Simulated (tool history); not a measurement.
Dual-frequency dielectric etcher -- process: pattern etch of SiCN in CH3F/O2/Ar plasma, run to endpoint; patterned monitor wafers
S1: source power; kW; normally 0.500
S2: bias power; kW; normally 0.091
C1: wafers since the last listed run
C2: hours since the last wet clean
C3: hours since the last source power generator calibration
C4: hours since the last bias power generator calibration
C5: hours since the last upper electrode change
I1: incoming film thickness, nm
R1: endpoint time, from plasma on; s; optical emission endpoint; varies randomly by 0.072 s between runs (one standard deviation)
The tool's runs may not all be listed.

Run 1, hour 0.0: usual settings; C1 0; C2 288.9; C3 3452.9; C4 2445.4; C5 2156.9; I1 9.73. Result: R1 23.2 s.
Run 2, hour 28.3: usual settings but S1 0.580 kW; C1 561; C2 317.2; C3 3481.2; C4 2473.7; C5 2185.2; I1 9.87. Result: R1 22.4 s.
Run 3, hour 61.8: usual settings but S1 0.580 kW; C1 664; C2 350.7; C3 3514.7; C4 2507.2; C5 2218.7; I1 9.89. Result: R1 22.4 s.
Run 4, hour 92.2: usual settings but S1 0.470 kW, S2 0.097 kW; C1 603; C2 381.1; C3 3545.1; C4 2537.6; C5 2249.1; I1 9.92. Result: R1 23.6 s.
Run 5, hour 130.7: usual settings but S1 0.470 kW, S2 0.097 kW; C1 763; C2 419.6; C3 3583.6; C4 2576.1; C5 2287.6; I1 9.79. Result: R1 23.3 s.
Run 6, hour 146.9: usual settings but S1 0.430 kW, S2 0.073 kW; C1 321; C2 435.8; C3 3599.8; C4 2592.3; C5 2303.8; I1 9.78. Result: R1 25.5 s.
Run 7, hour 160.3: usual settings but S1 0.430 kW, S2 0.073 kW; C1 265; C2 449.2; C3 3613.2; C4 2605.7; C5 2317.2; I1 9.75. Result: R1 25.5 s.
Run 8, hour 176.7: usual settings; C1 325; C2 465.6; C3 3629.6; C4 2622.1; C5 2333.6; I1 9.79. Result: R1 23.1 s.
Run 9, hour 210.7: usual settings; C1 674; C2 499.6; C3 3663.6; C4 2656.1; C5 2367.6; I1 9.82. Result: R1 23.1 s.
Run 10, hour 238.9: usual settings; C1 559; C2 527.8; C3 3691.8; C4 2684.3; C5 2395.8; I1 9.74. Result: R1 23.0 s.
At hour 270.5: wet clean of the chamber.
Run 11, hour 272.5: usual settings; C1 190; C2 2.0; C3 3725.4; C4 2717.9; C5 2429.4; I1 9.73. Result: R1 23.5 s.
Run 12, hour 293.8: usual settings; C1 422; C2 23.3; C3 3746.7; C4 2739.2; C5 2450.7; I1 9.73. Result: R1 23.7 s.
At hour 340.5: upper electrode replaced.
Run 13, hour 341.0: usual settings but S1 0.440 kW, S2 0.076 kW; C1 460; C2 70.5; C3 3793.9; C4 2786.4; C5 0.5; I1 9.85. Result: R1 25.8 s.
Run 14, hour 354.6: usual settings but S1 0.440 kW, S2 0.076 kW; C1 269; C2 84.1; C3 3807.5; C4 2800.0; C5 14.1; I1 9.73. Result: R1 25.5 s.
At hour 374.6: bias power generator calibrated.
Run 15, hour 385.9: usual settings but S1 0.440 kW, S2 0.076 kW; C1 541; C2 115.4; C3 3838.8; C4 11.3; C5 45.4; I1 9.87. Result: R1 25.9 s.
Run 16, hour 406.3: usual settings; C1 404; C2 135.8; C3 3859.2; C4 31.7; C5 65.8; I1 9.82. Result: R1 23.6 s.
Run 17, hour 418.8: usual settings; C1 247; C2 148.3; C3 3871.7; C4 44.2; C5 78.3; I1 9.93. Result: R1 23.9 s.
Run 18, hour 447.4: usual settings but S2 0.073 kW; C1 567; C2 176.9; C3 3900.3; C4 72.8; C5 106.9; I1 9.81. Result: R1 24.8 s.
Run 19, hour 478.5: usual settings; C1 616; C2 208.0; C3 3931.4; C4 103.9; C5 138.0; I1 9.89. Result: R1 23.6 s.
Run 20, hour 501.7: usual settings but S1 0.550 kW; C1 460; C2 231.2; C3 3954.6; C4 127.1; C5 161.2; I1 9.87. Result: R1 22.9 s.
Run 21, hour 514.1: usual settings but S1 0.560 kW, S2 0.109 kW; C1 246; C2 243.6; C3 3967.0; C4 139.5; C5 173.6; I1 9.86. Result: R1 21.7 s.
Run 22, hour 548.6: usual settings but S1 0.430 kW, S2 0.073 kW; C1 684; C2 278.1; C3 4001.5; C4 174.0; C5 208.1; I1 9.80. Result: R1 25.9 s.

For run 23, what comes out?
Run 23, hour 571.9: usual settings but S1 0.440 kW, S2 0.105 kW; C1 462; C2 301.4; C3 4024.8; C4 197.3; C5 231.4; I1 9.75. Result: R1 ?.

{"run 23": {"R1": 23.2}}
Minus the tool's unlogged condition, the same run would have read R1 23.7 s.

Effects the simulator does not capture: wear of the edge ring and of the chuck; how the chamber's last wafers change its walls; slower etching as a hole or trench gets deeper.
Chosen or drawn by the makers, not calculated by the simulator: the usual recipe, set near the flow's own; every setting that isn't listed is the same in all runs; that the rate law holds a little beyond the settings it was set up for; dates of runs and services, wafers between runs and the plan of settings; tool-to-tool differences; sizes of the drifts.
